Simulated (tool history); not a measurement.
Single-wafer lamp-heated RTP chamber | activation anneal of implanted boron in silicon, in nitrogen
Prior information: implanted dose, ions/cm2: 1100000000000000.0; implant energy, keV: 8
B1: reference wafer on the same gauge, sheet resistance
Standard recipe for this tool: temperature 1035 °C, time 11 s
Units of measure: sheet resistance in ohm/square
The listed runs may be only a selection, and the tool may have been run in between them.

Run 1, hour 0.0: usual settings; B1 107.97. Result: sheet resistance 117.39 ohm/square.
Run 2, hour 103.9: usual settings; B1 108.05. Result: sheet resistance 117.45 ohm/square.
Run 3, hour 119.4: usual settings; B1 107.79. Result: sheet resistance 117.85 ohm/square.
Run 4, hour 132.6: usual settings; B1 107.90. Result: sheet resistance 118.48 ohm/square.
Run 5, hour 165.8: usual settings; B1 107.92. Result: sheet resistance 117.71 ohm/square.
Run 6, hour 190.0: usual settings but time 13 s; B1 108.05. Result: sheet resistance 117.50 ohm/square.
Run 7, hour 219.6: usual settings but time 13 s; B1 107.97. Result: sheet resistance 117.08 ohm/square.
Run 8, hour 246.6: usual settings; B1 108.09. Result: sheet resistance 118.08 ohm/square.
Run 9, hour 276.9: usual settings; B1 107.94. Result: sheet resistance 117.42 ohm/square.
At hour 297.3: pyrometer window cleaned and pyrometer calibrated.
Run 10, hour 300.2: usual settings; B1 107.87. Result: sheet resistance 118.21 ohm/square.
At hour 322.0: gauge calibrated.
Run 11, hour 334.6: usual settings but temperature 1023 °C; B1 107.91. Result: sheet resistance 122.09 ohm/square.
Run 12, hour 367.8: usual settings but temperature 1023 °C; B1 108.11. Result: sheet resistance 121.70 ohm/square.
Run 13, hour 395.2: usual settings; B1 107.92. Result: sheet resistance 118.01 ohm/square.
Run 14, hour 420.6: usual settings; B1 108.16. Result: sheet resistance 117.78 ohm/square.
Run 15, hour 449.6: usual settings but temperature 1015 °C, time 5 s; B1 107.98. Result: sheet resistance 130.19 ohm/square.
Run 16, hour 469.4: usual settings but temperature 1025 °C; B1 108.00. Result: sheet resistance 120.98 ohm/square.
Run 17, hour 492.7: usual settings; B1 108.08. Result: sheet resistance 118.22 ohm/square.
Run 18, hour 512.1: usual settings but temperature 1016 °C, time 17 s; B1 107.97. Result: sheet resistance 120.89 ohm/square.
Run 19, hour 545.5: usual settings; B1 108.12. Result: sheet resistance 117.79 ohm/square.
Run 20, hour 558.3: usual settings but temperature 1016 °C, time 16 s; B1 107.87. Result: sheet resistance 121.53 ohm/square.
Run 21, hour 594.2: usual settings but temperature 1052 °C; B1 107.81. Result: sheet resistance 113.51 ohm/square.
Run 22, hour 625.7: usual settings but temperature 1056 °C, time 5 s; B1 108.13. Result: sheet resistance 117.72 ohm/square.
Run 23, hour 645.1: usual settings; B1 108.01. Result: sheet resistance 117.91 ohm/square.
Run 24, hour 680.6: usual settings but temperature 1010 °C; B1 108.09. Result: sheet resistance 125.63 ohm/square.
Run 25, hour 745.2: usual settings but time 7 s; B1 108.00. Result: sheet resistance 120.63 ohm/square.
Run 26, hour 768.6: usual settings; B1 108.01. Result: sheet resistance 117.86 ohm/square.
Run 27, hour 798.2: usual settings but temperature 1045 °C, time 18 s; B1 108.01. Result: sheet resistance 111.51 ohm/square.
At hour 810.3: reflector plate cleaned.
Run 28, hour 832.9: usual settings but temperature 1050 °C, time 16 s; B1 108.13. Result: sheet resistance 111.18 ohm/square.
Run 29, hour 868.7: usual settings; B1 107.88. Result: sheet resistance 118.30 ohm/square.
Run 30, hour 898.0: usual settings but temperature 1011 °C; B1 108.07. Result: sheet resistance 126.15 ohm/square.
Run 31, hour 924.2: usual settings but temperature 1009 °C, time 13 s; B1 108.03. Result: sheet resistance 125.94 ohm/square.
At hour 941.0: pyrometer window cleaned and pyrometer calibrated.
Run 32, hour 941.5: usual settings but temperature 1058 °C, time 6 s; B1 108.10. Result: sheet resistance 114.78 ohm/square.
Run 33, hour 965.9: usual settings; B1 108.11. Result: sheet resistance 118.89 ohm/square.
Run 34, hour 1001.4: usual settings but temperature 1011 °C, time 15 s; B1 107.99. Result: sheet resistance 123.71 ohm/square.
Run 35, hour 1018.3: usual settings but temperature 1015 °C, time 5 s; B1 107.99. Result: sheet resistance 131.09 ohm/square.
Run 36, hour 1031.1: usual settings but temperature 1019 °C, time 8 s; B1 108.08. Result: sheet resistance 124.32 ohm/square.
Run 37, hour 1052.9: usual settings but temperature 1011 °C, time 5 s; B1 108.01. Result: sheet resistance 131.99 ohm/square.
Run 38, hour 1085.6: usual settings but temperature 1055 °C, time 17 s; B1 107.80. Result: sheet resistance 109.96 ohm/square.

Give the tool's hidden conditions for every run:
true wafer temperature minus pyrometer reading, K: 0 across all the runs
wafer temperature error from the tarnished reflector plate, K: 0 across all the runs
gauge reads high (%): 0 across all the runs
